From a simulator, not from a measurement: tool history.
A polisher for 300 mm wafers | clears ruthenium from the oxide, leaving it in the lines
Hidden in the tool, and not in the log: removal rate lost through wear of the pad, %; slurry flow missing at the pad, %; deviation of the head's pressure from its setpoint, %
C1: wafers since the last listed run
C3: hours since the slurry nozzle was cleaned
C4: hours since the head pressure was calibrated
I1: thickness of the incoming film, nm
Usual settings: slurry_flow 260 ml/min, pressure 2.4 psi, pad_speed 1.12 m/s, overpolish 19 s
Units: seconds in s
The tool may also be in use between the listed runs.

run 1 hour=0.0 | slurry_flow=260 pressure=2.2 pad_speed=1.12 overpolish=19 | C1=0 wafers_polished_on_this_pad=1914 C3=42.1 C4=391.8 | I1=90.6 | seconds=57.2
-- hour=9.3 worn pad replaced by a new one
run 2 hour=47.1 | slurry_flow=260 pressure=2.2 pad_speed=1.12 overpolish=19 | C1=222 wafers_polished_on_this_pad=195 C3=89.2 C4=438.9 | I1=89.6 | seconds=57.2
run 3 hour=89.4 | slurry_flow=260 pressure=2.4 pad_speed=0.94 overpolish=19 | C1=218 wafers_polished_on_this_pad=414 C3=131.5 C4=481.2 | I1=89.4 | seconds=59.3
run 4 hour=113.8 | slurry_flow=260 pressure=2.0 pad_speed=1.12 overpolish=23 | C1=126 wafers_polished_on_this_pad=540 C3=155.9 C4=505.6 | I1=89.9 | seconds=61.8
run 5 hour=174.9 | slurry_flow=305 pressure=2.4 pad_speed=1.12 overpolish=27 | C1=316 wafers_polished_on_this_pad=856 C3=217.0 C4=566.7 | I1=91.9 | seconds=53.7
run 6 hour=245.7 | slurry_flow=305 pressure=2.4 pad_speed=1.12 overpolish=27 | C1=366 wafers_polished_on_this_pad=1223 C3=287.8 C4=637.5 | I1=90.3 | seconds=50.6
-- hour=251.8 slurry nozzle cleaned
-- hour=299.8 worn pad replaced by a new one
run 7 hour=312.8 | slurry_flow=305 pressure=2.4 pad_speed=1.12 overpolish=27 | C1=321 wafers_polished_on_this_pad=67 C3=61.0 C4=704.6 | I1=89.4 | seconds=51.0
run 8 hour=380.6 | slurry_flow=330 pressure=2.4 pad_speed=1.12 overpolish=19 | C1=350 wafers_polished_on_this_pad=417 C3=128.8 C4=772.4 | I1=91.2 | seconds=50.8
run 9 hour=420.2 | slurry_flow=330 pressure=2.4 pad_speed=1.12 overpolish=19 | C1=204 wafers_polished_on_this_pad=622 C3=168.4 C4=812.0 | I1=89.5 | seconds=52.4
run 10 hour=485.3 | slurry_flow=260 pressure=2.4 pad_speed=1.12 overpolish=19 | C1=336 wafers_polished_on_this_pad=959 C3=233.5 C4=877.1 | I1=90.9 | seconds=53.3
run 11 hour=540.5 | slurry_flow=260 pressure=2.4 pad_speed=1.12 overpolish=19 | C1=285 wafers_polished_on_this_pad=1245 C3=288.7 C4=932.3 | I1=90.9 | seconds=53.0
-- hour=542.9 head pressure recalibrated
-- hour=561.3 slurry nozzle cleaned
run 12 hour=604.4 | slurry_flow=260 pressure=2.4 pad_speed=1.12 overpolish=19 | C1=315 wafers_polished_on_this_pad=1560 C3=43.1 C4=61.5 | I1=89.5 | seconds=51.7
-- hour=614.4 worn pad replaced by a new one
run 13 hour=653.5 | slurry_flow=260 pressure=2.4 pad_speed=1.12 overpolish=19 | C1=233 wafers_polished_on_this_pad=202 C3=92.2 C4=110.6 | I1=89.4 | seconds=50.8
run 14 hour=689.5 | slurry_flow=260 pressure=2.4 pad_speed=1.12 overpolish=19 | C1=186 wafers_polished_on_this_pad=388 C3=128.2 C4=146.6 | I1=90.5 | seconds=52.8
run 15 hour=713.5 | slurry_flow=260 pressure=1.6 pad_speed=1.12 overpolish=15 | C1=124 wafers_polished_on_this_pad=512 C3=152.2 C4=170.6 | I1=90.1 | seconds=76.3
run 16 hour=895.3 | slurry_flow=260 pressure=2.4 pad_speed=1.12 overpolish=19 | C1=940 wafers_polished_on_this_pad=1453 C3=334.0 C4=352.4 | I1=90.9 | seconds=53.1
-- hour=917.7 slurry nozzle cleaned
-- hour=927.6 worn pad replaced by a new one
run 17 hour=1013.6 | slurry_flow=305 pressure=2.4 pad_speed=1.12 overpolish=27 | C1=586 wafers_polished_on_this_pad=445 C3=95.9 C4=470.7 | I1=91.2 | seconds=52.0
run 18 hour=1041.8 | slurry_flow=180 pressure=1.7 pad_speed=0.88 overpolish=13 | C1=145 wafers_polished_on_this_pad=590 C3=124.1 C4=498.9 | I1=90.1 | seconds=91.0
run 19 hour=1102.1 | slurry_flow=310 pressure=1.9 pad_speed=0.76 overpolish=19 | C1=311 wafers_polished_on_this_pad=902 C3=184.4 C4=559.2 | I1=89.5 | seconds=83.8
run 20 hour=1207.4 | slurry_flow=260 pressure=2.4 pad_speed=1.12 overpolish=19 | C1=544 wafers_polished_on_this_pad=1447 C3=289.7 C4=664.5 | I1=89.4 | seconds=52.2
-- hour=1226.6 worn pad replaced by a new one
run 21 hour=1256.8 | slurry_flow=260 pressure=2.4 pad_speed=1.02 overpolish=19 | C1=234 wafers_polished_on_this_pad=156 C3=339.1 C4=713.9 | I1=90.7 | seconds=54.2
-- hour=1266.0 slurry nozzle cleaned
-- hour=1332.8 head pressure recalibrated
run 22 hour=1385.4 | slurry_flow=260 pressure=2.4 pad_speed=1.12 overpolish=19 | C1=649 wafers_polished_on_this_pad=806 C3=119.4 C4=52.6 | I1=89.9 | seconds=51.9
run 23 hour=1409.5 | slurry_flow=195 pressure=2.4 pad_speed=1.12 overpolish=19 | C1=124 wafers_polished_on_this_pad=930 C3=143.5 C4=76.7 | I1=90.0 | seconds=53.6
run 24 hour=1473.5 | slurry_flow=260 pressure=2.4 pad_speed=1.12 overpolish=19 | C1=331 wafers_polished_on_this_pad=1262 C3=207.5 C4=140.7 | I1=90.3 | seconds=51.8
-- hour=1510.5 worn pad replaced by a new one
run 25 hour=1511.0 | slurry_flow=260 pressure=2.6 pad_speed=1.36 overpolish=19 | C1=173 wafers_polished_on_this_pad=2 C3=245.0 C4=178.2 | I1=91.8 | seconds=42.2
run 26 hour=1577.7 | slurry_flow=260 pressure=2.4 pad_speed=1.12 overpolish=19 | C1=345 wafers_polished_on_this_pad=347 C3=311.7 C4=244.9 | I1=90.7 | seconds=51.7
-- hour=1610.4 slurry nozzle cleaned
run 27 hour=1619.4 | slurry_flow=260 pressure=2.7 pad_speed=0.92 overpolish=19 | C1=210 wafers_polished_on_this_pad=558 C3=9.0 C4=286.6 | I1=89.5 | seconds=51.7
run 28 hour=1663.7 | slurry_flow=260 pressure=1.7 pad_speed=1.12 overpolish=26 | C1=229 wafers_polished_on_this_pad=787 C3=53.3 C4=330.9 | I1=87.9 | seconds=70.5

Hidden state at the last listed run before each entry between runs and at the first one after, where it differs:
Between runs 1 and 2: worn pad replaced by a new one (hour 9.3)
  no hidden state differs between the two runs
Between runs 6 and 7: slurry nozzle cleaned (hour 251.8); worn pad replaced by a new one (hour 299.8)
  no hidden state differs between the two runs
Between runs 11 and 12: head pressure recalibrated (hour 542.9); slurry nozzle cleaned (hour 561.3)
  no hidden state differs between the two runs
Between runs 12 and 13: worn pad replaced by a new one (hour 614.4)
  no hidden state differs between the two runs
Between runs 16 and 17: slurry nozzle cleaned (hour 917.7); worn pad replaced by a new one (hour 927.6)
  no hidden state differs between the two runs
Between runs 20 and 21: worn pad replaced by a new one (hour 1226.6)
  no hidden state differs between the two runs
Between runs 21 and 22: slurry nozzle cleaned (hour 1266.0); head pressure recalibrated (hour 1332.8)
  no hidden state differs between the two runs
Between runs 24 and 25: worn pad replaced by a new one (hour 1510.5)
  no hidden state differs between the two runs
Between runs 26 and 27: slurry nozzle cleaned (hour 1610.4)
  no hidden state differs between the two runs

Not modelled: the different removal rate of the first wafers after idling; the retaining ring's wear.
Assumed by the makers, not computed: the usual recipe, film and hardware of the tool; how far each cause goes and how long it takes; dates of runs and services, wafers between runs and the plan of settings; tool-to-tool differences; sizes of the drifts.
